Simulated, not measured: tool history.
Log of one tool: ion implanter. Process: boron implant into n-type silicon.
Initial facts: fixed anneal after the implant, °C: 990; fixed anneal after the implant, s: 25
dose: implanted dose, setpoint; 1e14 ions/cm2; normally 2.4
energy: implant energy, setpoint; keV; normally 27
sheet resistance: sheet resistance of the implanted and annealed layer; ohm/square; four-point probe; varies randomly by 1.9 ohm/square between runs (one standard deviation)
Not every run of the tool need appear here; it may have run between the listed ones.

| run | hour | dose | energy | wafers since the last listed run | hours since the last dose calibration | hours since the extraction supply was calibrated | hours since the gauge calibration | read-back reference wafer on the same gauge, sheet resistance | sheet resistance |
|---|---|---|---|---|---|---|---|---|---|
| 1 | 0 | 2.4 | 27 | 0 | 560.4 | 5839 | 525.4 | 302.7 | 370.95 |
| 2 | 24.4 | 2.4 | 27 | 511 | 584.8 | 5863.4 | 549.8 | 303.12 | 368.63 |
| 3 | 57.1 | 2.4 | 21.5 | 685 | 617.5 | 5896.1 | 582.5 | 302.56 | 379.78 |
| 4 | 84 | 2.4 | 21.5 | 564 | 644.4 | 5923 | 609.4 | 302.61 | 381.44 |
| 5 | 103.6 | 2.4 | 27 | 410 | 664 | 5942.6 | 629 | 302.65 | 371.96 |
| 6 | 169.5 | 2.4 | 27 | 1381 | 729.9 | 6008.5 | 694.9 | 302.68 | 371.48 |
| 7 | 186.7 | 2.4 | 27 | 360 | 747.1 | 6025.7 | 712.1 | 303.36 | 369.47 |
|  | 206.6 | gauge calibrated |
| 8 | 207.4 | 2.4 | 27 | 434 | 767.8 | 6046.4 | 0.8 | 302.88 | 368.93 |
| 9 | 225.3 | 2.94 | 27 | 375 | 785.7 | 6064.3 | 18.7 | 303.42 | 318.59 |
| 10 | 290.6 | 2.94 | 27 | 1369 | 851 | 6129.6 | 84 | 303.12 | 317.39 |
| 11 | 312.9 | 2.4 | 32 | 467 | 873.3 | 6151.9 | 106.3 | 303.19 | 363.76 |
| 12 | 348.9 | 2.06 | 21.5 | 754 | 909.3 | 6187.9 | 142.3 | 302.83 | 428.49 |
|  | 361.3 | extraction supply calibrated |
| 13 | 383.2 | 2.05 | 33 | 551 | 943.6 | 21.9 | 176.6 | 303.11 | 407.19 |
|  | 402.7 | Faraday cup replaced and dose calibrated |
| 14 | 457.1 | 2.4 | 29.5 | 1381 | 54.4 | 95.8 | 250.5 | 302.89 | 354.69 |
| 15 | 473.3 | 1.69 | 27 | 339 | 70.6 | 112 | 266.7 | 303.1 | 469 |
| 16 | 509.3 | 1.96 | 18 | 754 | 106.6 | 148 | 302.7 | 302.86 | 442.82 |
| 17 | 531.4 | 2.4 | 27 | 463 | 128.7 | 170.1 | 324.8 | 302.85 | 364.72 |
| 18 | 548.7 | 2.4 | 27 | 362 | 146 | 187.4 | 342.1 | 302.72 | 362.01 |
| 19 | 570.1 | 1.97 | 23.5 | 448 | 167.4 | 208.8 | 363.5 | 302.97 | 433.49 |
| 20 | 584.5 | 2.4 | 27 | 301 | 181.8 | 223.2 | 377.9 | 303.43 | 363.4 |
| 21 | 607.8 | 2.4 | 35 | 488 | 205.1 | 246.5 | 401.2 | 303.38 | 353.31 |
| 22 | 642 | 2.4 | 22.5 | 717 | 239.3 | 280.7 | 435.4 | 302.73 | 373.25 |
| 23 | 658.2 | 2.4 | 18.5 | 339 | 255.5 | 296.9 | 451.6 | 302.71 | 386.06 |

Results per run with the tool's hidden condition removed, run-to-run variation unchanged:
Hidden conditions of the tool in this case: deviation of the true dose from the Faraday cup's reading, %; deviation of the true energy from its setpoint, %; gauge reads high (%).
| run | sheet resistance |
|---|---|
| 1 | 359.13 |
| 2 | 356.69 |
| 3 | 366.91 |
| 4 | 368.32 |
| 5 | 359.38 |
| 6 | 358.56 |
| 7 | 356.54 |
| 8 | 355.92 |
| 9 | 307.16 |
| 10 | 305.8 |
| 11 | 350.83 |
| 12 | 412.47 |
| 13 | 392.74 |
| 14 | 351.13 |
| 15 | 463.58 |
| 16 | 435.83 |
| 17 | 358.48 |
| 18 | 355.31 |
| 19 | 424.7 |
| 20 | 355.71 |
| 21 | 345.53 |
| 22 | 363.76 |
| 23 | 375.67 |

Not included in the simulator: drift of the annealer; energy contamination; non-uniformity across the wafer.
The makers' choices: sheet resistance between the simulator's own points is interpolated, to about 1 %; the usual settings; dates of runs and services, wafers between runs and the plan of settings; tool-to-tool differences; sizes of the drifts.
